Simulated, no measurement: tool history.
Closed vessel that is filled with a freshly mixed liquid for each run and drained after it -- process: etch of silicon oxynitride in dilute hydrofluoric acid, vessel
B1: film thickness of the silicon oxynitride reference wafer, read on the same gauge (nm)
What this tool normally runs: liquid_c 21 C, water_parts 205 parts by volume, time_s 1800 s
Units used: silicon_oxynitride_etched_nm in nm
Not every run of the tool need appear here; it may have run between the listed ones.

Run 1, hour 0: usual settings; B1 90.01. Result: silicon_oxynitride_etched_nm 14.35 nm.
Run 2, hour 42.2: usual settings but liquid_c 24 C; B1 89.99. Result: silicon_oxynitride_etched_nm 16.39 nm.
Run 3, hour 82: usual settings but liquid_c 24 C; B1 89.98. Result: silicon_oxynitride_etched_nm 16.61 nm.
Run 4, hour 170.4: usual settings; B1 89.99. Result: silicon_oxynitride_etched_nm 14.47 nm.
Run 5, hour 263.4: usual settings; B1 89.99. Result: silicon_oxynitride_etched_nm 14.51 nm.
Run 6, hour 323.2: usual settings; B1 90.02. Result: silicon_oxynitride_etched_nm 14.35 nm.
Run 7, hour 364.5: usual settings but time_s 1010 s; B1 89.99. Result: silicon_oxynitride_etched_nm 8.01 nm.
Run 8, hour 463.2: usual settings but time_s 1010 s; B1 90. Result: silicon_oxynitride_etched_nm 8.16 nm.
Run 9, hour 545.4: usual settings; B1 89.97. Result: silicon_oxynitride_etched_nm 14.44 nm.
At hour 804.7: hydrofluoric acid flow meter replaced.
Run 10, hour 815.5: usual settings but time_s 2040 s; B1 89.99. Result: silicon_oxynitride_etched_nm 16.51 nm.
Run 11, hour 922.7: usual settings but time_s 2040 s; B1 90.02. Result: silicon_oxynitride_etched_nm 16.28 nm.
Run 12, hour 959.7: usual settings; B1 89.99. Result: silicon_oxynitride_etched_nm 14.55 nm.
Run 13, hour 1021.4: usual settings; B1 90.01. Result: silicon_oxynitride_etched_nm 14.51 nm.
At hour 1031.8: thermometer replaced.
Run 14, hour 1061.8: usual settings but time_s 2315 s; B1 90.01. Result: silicon_oxynitride_etched_nm 18.76 nm.
At hour 1091: gauge calibrated.
Run 15, hour 1126.9: usual settings but liquid_c 24 C, water_parts 240 parts by volume, time_s 925 s; B1 90.02. Result: silicon_oxynitride_etched_nm 6.97 nm.
Run 16, hour 1168.1: usual settings but water_parts 285 parts by volume; B1 90.01. Result: silicon_oxynitride_etched_nm 10.05 nm.
Run 17, hour 1216.2: usual settings but water_parts 275 parts by volume; B1 90.04. Result: silicon_oxynitride_etched_nm 10.34 nm.
Run 18, hour 1289.3: usual settings but liquid_c 23 C; B1 90.01. Result: silicon_oxynitride_etched_nm 15.91 nm.
Run 19, hour 1493.4: usual settings but liquid_c 24.5 C, water_parts 175 parts by volume, time_s 1380 s; B1 89.98. Result: silicon_oxynitride_etched_nm 15.78 nm.
At hour 1526.2: hydrofluoric acid flow meter replaced.
Run 20, hour 1565.7: usual settings; B1 89.99. Result: silicon_oxynitride_etched_nm 14.68 nm.
Run 21, hour 1771: usual settings but liquid_c 22.5 C, water_parts 285 parts by volume, time_s 1220 s; B1 89.98. Result: silicon_oxynitride_etched_nm 7.19 nm.
Run 22, hour 1809.1: usual settings but liquid_c 23.5 C, time_s 2710 s; B1 90.02. Result: silicon_oxynitride_etched_nm 24.41 nm.
Run 23, hour 1881.7: usual settings but water_parts 125 parts by volume; B1 90. Result: silicon_oxynitride_etched_nm 25.37 nm.
Run 24, hour 1964.5: usual settings but liquid_c 19.5 C, water_parts 155 parts by volume, time_s 2630 s; B1 89.99. Result: silicon_oxynitride_etched_nm 26.77 nm.
Run 25, hour 2038.4: usual settings but liquid_c 19.5 C, water_parts 260 parts by volume, time_s 2180 s; B1 89.98. Result: silicon_oxynitride_etched_nm 12.69 nm.
Run 26, hour 2129.3: usual settings but liquid_c 19 C, water_parts 250 parts by volume; B1 90.01. Result: silicon_oxynitride_etched_nm 10.54 nm.
Run 27, hour 2204.5: usual settings but liquid_c 25 C, water_parts 105 parts by volume, time_s 945 s; B1 90.02. Result: silicon_oxynitride_etched_nm 19.11 nm.
Run 28, hour 2298.6: usual settings but liquid_c 24.5 C, water_parts 110 parts by volume; B1 90. Result: silicon_oxynitride_etched_nm 33.88 nm.
Run 29, hour 2380.2: usual settings; B1 89.98. Result: silicon_oxynitride_etched_nm 14.57 nm.
At hour 2398.9: hydrofluoric acid flow meter replaced.
Run 30, hour 2459.2: usual settings; B1 89.97. Result: silicon_oxynitride_etched_nm 14.43 nm.
Run 31, hour 2501.9: usual settings but liquid_c 17 C, water_parts 285 parts by volume, time_s 1185 s; B1 89.99. Result: silicon_oxynitride_etched_nm 5.45 nm.
Run 32, hour 2547.7: usual settings but water_parts 165 parts by volume, time_s 2080 s; B1 89.99. Result: silicon_oxynitride_etched_nm 21.33 nm.

5 options for the next run, each taken on its own from the tool as it stands now. Forecast them:
Run A, hour 2548.9: usual settings but liquid_c 24.5 C; B1 ?. Result: silicon_oxynitride_etched_nm ?.
Run B, hour 2548.9: usual settings but water_parts 110 parts by volume, time_s 2660 s; B1 ?. Result: silicon_oxynitride_etched_nm ?.
Run C, hour 2548.9: usual settings but liquid_c 19 C, time_s 1155 s; B1 ?. Result: silicon_oxynitride_etched_nm ?.
Run D, hour 2548.9: usual settings but water_parts 155 parts by volume, time_s 925 s; B1 ?. Result: silicon_oxynitride_etched_nm ?.
Run E, hour 2548.9: usual settings but water_parts 295 parts by volume; B1 ?. Result: silicon_oxynitride_etched_nm ?.

run     B1  silicon_oxynitride_etched_nm
  A  90.02                         17.08
  B  90.02                         42.98
  C  90.02                          8.53
  D  90.02                         10.27
  E  90.02                          9.57
Without the tool's hidden state the same runs would have given:
run  silicon_oxynitride_etched_nm
  A                         17.08
  B                         42.98
  C                          8.53
  D                         10.27
  E                          9.57
